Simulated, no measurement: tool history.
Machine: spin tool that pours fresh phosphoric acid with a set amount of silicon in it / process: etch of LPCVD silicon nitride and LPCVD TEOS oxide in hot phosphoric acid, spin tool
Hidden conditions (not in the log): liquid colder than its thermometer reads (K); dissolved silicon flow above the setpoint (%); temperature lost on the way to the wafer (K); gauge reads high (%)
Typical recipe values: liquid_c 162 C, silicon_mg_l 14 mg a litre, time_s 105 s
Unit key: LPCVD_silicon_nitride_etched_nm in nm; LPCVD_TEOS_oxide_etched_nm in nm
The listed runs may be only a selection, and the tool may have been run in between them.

run   hour  liquid_c  silicon_mg_l  time_s  wafers since the last listed run  hours since the thermometer was replaced  hours since the dissolved silicon flow meter was replaced  hours since the heated supply line was repaired  hours since the gauge calibration  read-back film thickness of the LPCVD silicon nitride reference wafer, read on the same gauge (nm)  read-back film thickness of the LPCVD TEOS oxide reference wafer, read on the same gauge (nm)  LPCVD_silicon_nitride_etched_nm  LPCVD_TEOS_oxide_etched_nm
  1      0       162            14     105                                 0                                    2494.2                                                      342.7                                           1456.6                              709.1                                                                                              140.01                                                                                             90                             8.67                       0.375
  2   70.7       162            14     105                               499                                    2564.9                                                      413.4                                           1527.3                              779.8                                                                                                 140                                                                                         90.023                             8.71                       0.408
  3   95.9       162            14     105                               178                                    2590.1                                                      438.6                                           1552.5                                805                                                                                              140.05                                                                                         89.995                             8.63                       0.388
  4  163.7       162          10.5     105                               478                                    2657.9                                                      506.4                                           1620.3                              872.8                                                                                              139.95                                                                                         90.024                             8.83                       0.424
     193.9  -- thermometer replaced
  5  195.9     163.5            18      45                               220                                         2                                                      538.6                                           1652.5                                905                                                                                              139.99                                                                                         90.034                             3.97                       0.176
  6    222       162            14      50                               184                                      28.1                                                      564.7                                           1678.6                              931.1                                                                                              140.05                                                                                         90.031                             4.17                       0.199
  7  311.8       159          23.5     150                               634                                     117.9                                                      654.5                                           1768.4                             1020.9                                                                                              140.04                                                                                         89.959                            11.44                       0.373
     374.3  -- gauge calibrated
  8  377.2     163.5            14      50                               462                                     183.3                                                      719.9                                           1833.8                                2.9                                                                                              140.04                                                                                         89.956                             4.45                       0.218
  9  410.2       162            14     105                               233                                     216.3                                                      752.9                                           1866.8                               35.9                                                                                              139.99                                                                                         90.014                             8.81                       0.421
 10  454.9     163.5            14     130                               315                                       261                                                      797.6                                           1911.5                               80.6                                                                                              139.98                                                                                         89.972                            11.19                       0.587
       547  -- dissolved silicon flow meter replaced
 11  616.8       162            14     105                              1136                                     422.9                                                       69.8                                           2073.4                              242.5                                                                                              139.96                                                                                         90.039                             8.78                       0.429
 12  709.8       162            14     105                               657                                     515.9                                                      162.8                                           2166.4                              335.5                                                                                              139.96                                                                                         90.024                             8.77                       0.436
     733.9  -- heated supply line repaired
 13  772.8       164             7     105                               438                                     578.9                                                      225.8                                             38.9                              398.5                                                                                              139.97                                                                                         90.001                             9.27                       0.564
 14  815.5       164            14     105                               301                                     621.6                                                      268.5                                             81.6                              441.2                                                                                                 140                                                                                         90.007                             9.36                       0.492
 15  869.5       162          20.5     145                               381                                     675.6                                                      322.5                                            135.6                              495.2                                                                                              139.95                                                                                         90.002                            12.08                       0.513
 16    935     163.5          20.5      85                               462                                     741.1                                                        388                                            201.1                              560.7                                                                                                 140                                                                                         90.006                             7.36                       0.288

Forecast run 17:
 17  996.6       164            14     105                               435                                     802.7                                                      449.6                                            262.7                              622.3                                                                                                   ?                                                                                              ?                                ?                           ?

{"run 17": {"read-back film thickness of the LPCVD silicon nitride reference wafer, read on the same gauge (nm)": 140.02, "read-back film thickness of the LPCVD TEOS oxide reference wafer, read on the same gauge (nm)": 89.998, "LPCVD_silicon_nitride_etched_nm": 9.46, "LPCVD_TEOS_oxide_etched_nm": 0.484}}
Were there no unlogged condition in the tool, this run, its random variation unchanged, would have produced LPCVD_silicon_nitride_etched_nm 9.46 nm, LPCVD_TEOS_oxide_etched_nm 0.484 nm.

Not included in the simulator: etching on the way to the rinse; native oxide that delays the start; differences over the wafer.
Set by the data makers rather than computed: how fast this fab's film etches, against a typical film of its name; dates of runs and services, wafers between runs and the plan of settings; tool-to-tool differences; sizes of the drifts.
